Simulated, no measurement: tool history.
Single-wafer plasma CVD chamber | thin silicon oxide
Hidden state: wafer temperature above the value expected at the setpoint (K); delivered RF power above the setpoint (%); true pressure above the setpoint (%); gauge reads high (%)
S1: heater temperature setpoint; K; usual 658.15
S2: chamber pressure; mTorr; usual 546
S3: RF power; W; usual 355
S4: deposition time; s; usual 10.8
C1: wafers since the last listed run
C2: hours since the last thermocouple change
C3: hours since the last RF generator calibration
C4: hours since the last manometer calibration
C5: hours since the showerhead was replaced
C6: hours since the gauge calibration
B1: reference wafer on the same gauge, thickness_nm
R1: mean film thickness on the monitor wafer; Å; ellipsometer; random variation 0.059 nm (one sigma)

{"run": 1, "hour": 0.0, "S1": 658.15, "S2": 546, "S3": 355, "S4": 10.8, "C1": 0, "C2": 1045.1, "C3": 609.7, "C4": 1624.2, "C5": 15.3, "C6": 578.6, "B1": 13.511, "R1": 132.14}
{"run": 2, "hour": 20.7, "S1": 658.15, "S2": 546, "S3": 355, "S4": 10.8, "C1": 830, "C2": 1065.8, "C3": 630.4, "C4": 1644.9, "C5": 36.0, "C6": 599.3, "B1": 13.487, "R1": 131.66}
{"run": 3, "hour": 45.0, "S1": 658.15, "S2": 546, "S3": 400, "S4": 10.8, "C1": 974, "C2": 1090.1, "C3": 654.7, "C4": 1669.2, "C5": 60.3, "C6": 623.6, "B1": 13.511, "R1": 136.89}
{"run": 4, "hour": 79.5, "S1": 658.15, "S2": 546, "S3": 400, "S4": 10.8, "C1": 1383, "C2": 1124.6, "C3": 689.2, "C4": 1703.7, "C5": 94.8, "C6": 658.1, "B1": 13.506, "R1": 136.42}
{"run": 5, "hour": 103.2, "S1": 658.15, "S2": 546, "S3": 400, "S4": 10.8, "C1": 950, "C2": 1148.3, "C3": 712.9, "C4": 1727.4, "C5": 118.5, "C6": 681.8, "B1": 13.503, "R1": 136.06}
{"hour": 123.7, "done": "thermocouple changed; heater temperature recalibrated"}
{"run": 6, "hour": 124.2, "S1": 673.15, "S2": 659, "S3": 405, "S4": 10.8, "C1": 521, "C2": 0.5, "C3": 733.9, "C4": 1748.4, "C5": 139.5, "C6": 702.8, "B1": 13.494, "R1": 164.73}
{"run": 7, "hour": 136.0, "S1": 658.15, "S2": 505, "S3": 410, "S4": 9.8, "C1": 473, "C2": 12.3, "C3": 745.7, "C4": 1760.2, "C5": 151.3, "C6": 714.6, "B1": 13.494, "R1": 116.42}
{"run": 8, "hour": 156.1, "S1": 665.15, "S2": 582, "S3": 355, "S4": 12.2, "C1": 806, "C2": 32.4, "C3": 765.8, "C4": 1780.3, "C5": 171.4, "C6": 734.7, "B1": 13.513, "R1": 155.89}
{"run": 9, "hour": 171.5, "S1": 658.15, "S2": 546, "S3": 310, "S4": 10.8, "C1": 617, "C2": 47.8, "C3": 781.2, "C4": 1795.7, "C5": 186.8, "C6": 750.1, "B1": 13.495, "R1": 125.0}
{"run": 10, "hour": 203.3, "S1": 658.15, "S2": 546, "S3": 390, "S4": 12.4, "C1": 1275, "C2": 79.6, "C3": 813.0, "C4": 1827.5, "C5": 218.6, "C6": 781.9, "B1": 13.488, "R1": 154.33}
{"run": 11, "hour": 235.5, "S1": 665.15, "S2": 665, "S3": 395, "S4": 10.8, "C1": 1291, "C2": 111.8, "C3": 845.2, "C4": 1859.7, "C5": 250.8, "C6": 814.1, "B1": 13.511, "R1": 164.15}
{"run": 12, "hour": 271.1, "S1": 658.15, "S2": 546, "S3": 355, "S4": 11.9, "C1": 1428, "C2": 147.4, "C3": 880.8, "C4": 1895.3, "C5": 286.4, "C6": 849.7, "B1": 13.515, "R1": 143.03}
{"run": 13, "hour": 305.2, "S1": 651.15, "S2": 481, "S3": 415, "S4": 9.5, "C1": 1367, "C2": 181.5, "C3": 914.9, "C4": 1929.4, "C5": 320.5, "C6": 883.8, "B1": 13.482, "R1": 107.11}
{"run": 14, "hour": 372.4, "S1": 658.15, "S2": 546, "S3": 355, "S4": 10.8, "C1": 2695, "C2": 248.7, "C3": 982.1, "C4": 1996.6, "C5": 387.7, "C6": 951.0, "B1": 13.499, "R1": 130.42}
{"run": 15, "hour": 390.5, "S1": 658.15, "S2": 546, "S3": 355, "S4": 10.8, "C1": 726, "C2": 266.8, "C3": 1000.2, "C4": 2014.7, "C5": 405.8, "C6": 969.1, "B1": 13.485, "R1": 130.29}
{"hour": 400.7, "done": "RF generator calibrated"}
{"hour": 427.2, "done": "capacitance manometer re-zeroed and calibrated"}
{"run": 16, "hour": 427.7, "S1": 652.15, "S2": 597, "S3": 335, "S4": 9.7, "C1": 850, "C2": 304.0, "C3": 27.0, "C4": 0.5, "C5": 443.0, "C6": 1006.3, "B1": 13.533, "R1": 129.07}
{"run": 17, "hour": 447.0, "S1": 658.15, "S2": 441, "S3": 325, "S4": 10.8, "C1": 774, "C2": 323.3, "C3": 46.3, "C4": 19.8, "C5": 462.3, "C6": 1025.6, "B1": 13.523, "R1": 104.29}
{"run": 18, "hour": 464.2, "S1": 658.15, "S2": 675, "S3": 410, "S4": 10.8, "C1": 689, "C2": 340.5, "C3": 63.5, "C4": 37.0, "C5": 479.5, "C6": 1042.8, "B1": 13.511, "R1": 173.15}
{"run": 19, "hour": 479.0, "S1": 665.15, "S2": 632, "S3": 355, "S4": 9.3, "C1": 593, "C2": 355.3, "C3": 78.3, "C4": 51.8, "C5": 494.3, "C6": 1057.6, "B1": 13.503, "R1": 133.63}
{"run": 20, "hour": 508.2, "S1": 658.15, "S2": 439, "S3": 325, "S4": 10.8, "C1": 1171, "C2": 384.5, "C3": 107.5, "C4": 81.0, "C5": 523.5, "C6": 1086.8, "B1": 13.496, "R1": 103.72}
{"hour": 516.2, "done": "gauge calibrated"}
{"run": 21, "hour": 523.3, "S1": 658.15, "S2": 546, "S3": 355, "S4": 10.8, "C1": 605, "C2": 399.6, "C3": 122.6, "C4": 96.1, "C5": 538.6, "C6": 7.1, "B1": 13.486, "R1": 132.99}
{"run": 22, "hour": 540.5, "S1": 658.15, "S2": 474, "S3": 355, "S4": 10.8, "C1": 689, "C2": 416.8, "C3": 139.8, "C4": 113.3, "C5": 555.8, "C6": 24.3, "B1": 13.514, "R1": 116.07}
{"run": 23, "hour": 611.7, "S1": 666.15, "S2": 480, "S3": 315, "S4": 9.2, "C1": 2856, "C2": 488.0, "C3": 211.0, "C4": 184.5, "C5": 627.0, "C6": 95.5, "B1": 13.476, "R1": 95.51}
{"run": 24, "hour": 639.0, "S1": 658.15, "S2": 546, "S3": 355, "S4": 11.5, "C1": 1095, "C2": 515.3, "C3": 238.3, "C4": 211.8, "C5": 654.3, "C6": 122.8, "B1": 13.486, "R1": 142.19}
{"run": 25, "hour": 655.4, "S1": 658.15, "S2": 546, "S3": 355, "S4": 11.5, "C1": 657, "C2": 531.7, "C3": 254.7, "C4": 228.2, "C5": 670.7, "C6": 139.2, "B1": 13.515, "R1": 141.97}
{"run": 26, "hour": 671.3, "S1": 668.15, "S2": 473, "S3": 355, "S4": 10.8, "C1": 637, "C2": 547.6, "C3": 270.6, "C4": 244.1, "C5": 686.6, "C6": 155.1, "B1": 13.482, "R1": 114.11}
{"run": 27, "hour": 700.3, "S1": 658.15, "S2": 461, "S3": 300, "S4": 12.6, "C1": 1163, "C2": 576.6, "C3": 299.6, "C4": 273.1, "C5": 715.6, "C6": 184.1, "B1": 13.506, "R1": 123.21}
{"run": 28, "hour": 713.1, "S1": 651.15, "S2": 591, "S3": 325, "S4": 12.1, "C1": 513, "C2": 589.4, "C3": 312.4, "C4": 285.9, "C5": 728.4, "C6": 196.9, "B1": 13.531, "R1": 156.76}
{"run": 29, "hour": 788.3, "S1": 658.15, "S2": 546, "S3": 355, "S4": 10.8, "C1": 3016, "C2": 664.6, "C3": 387.6, "C4": 361.1, "C5": 803.6, "C6": 272.1, "B1": 13.507, "R1": 132.11}

Forecast each of these 4 alternatives for the next run:
{"run": "A", "hour": 788.7, "S1": 658.15, "S2": 546, "S3": 325, "S4": 10.8, "C1": 16, "C2": 665.0, "C3": 388.0, "C4": 361.5, "C5": 804.0, "C6": 272.5, "B1": "?", "R1": "?"}
{"run": "B", "hour": 788.7, "S1": 658.15, "S2": 489, "S3": 355, "S4": 10.8, "C1": 16, "C2": 665.0, "C3": 388.0, "C4": 361.5, "C5": 804.0, "C6": 272.5, "B1": "?", "R1": "?"}
{"run": "C", "hour": 788.7, "S1": 658.15, "S2": 546, "S3": 355, "S4": 12.7, "C1": 16, "C2": 665.0, "C3": 388.0, "C4": 361.5, "C5": 804.0, "C6": 272.5, "B1": "?", "R1": "?"}
{"run": "D", "hour": 788.7, "S1": 666.15, "S2": 586, "S3": 385, "S4": 11.4, "C1": 16, "C2": 665.0, "C3": 388.0, "C4": 361.5, "C5": 804.0, "C6": 272.5, "B1": "?", "R1": "?"}

run=A B1=13.512 R1=127.12
run=B B1=13.512 R1=117.53
run=C B1=13.512 R1=154.14
run=D B1=13.512 R1=151.81
Without the tool's hidden state the same runs would have given:
run=A R1=128.90
run=B R1=119.18
run=C R1=156.31
run=D R1=153.74

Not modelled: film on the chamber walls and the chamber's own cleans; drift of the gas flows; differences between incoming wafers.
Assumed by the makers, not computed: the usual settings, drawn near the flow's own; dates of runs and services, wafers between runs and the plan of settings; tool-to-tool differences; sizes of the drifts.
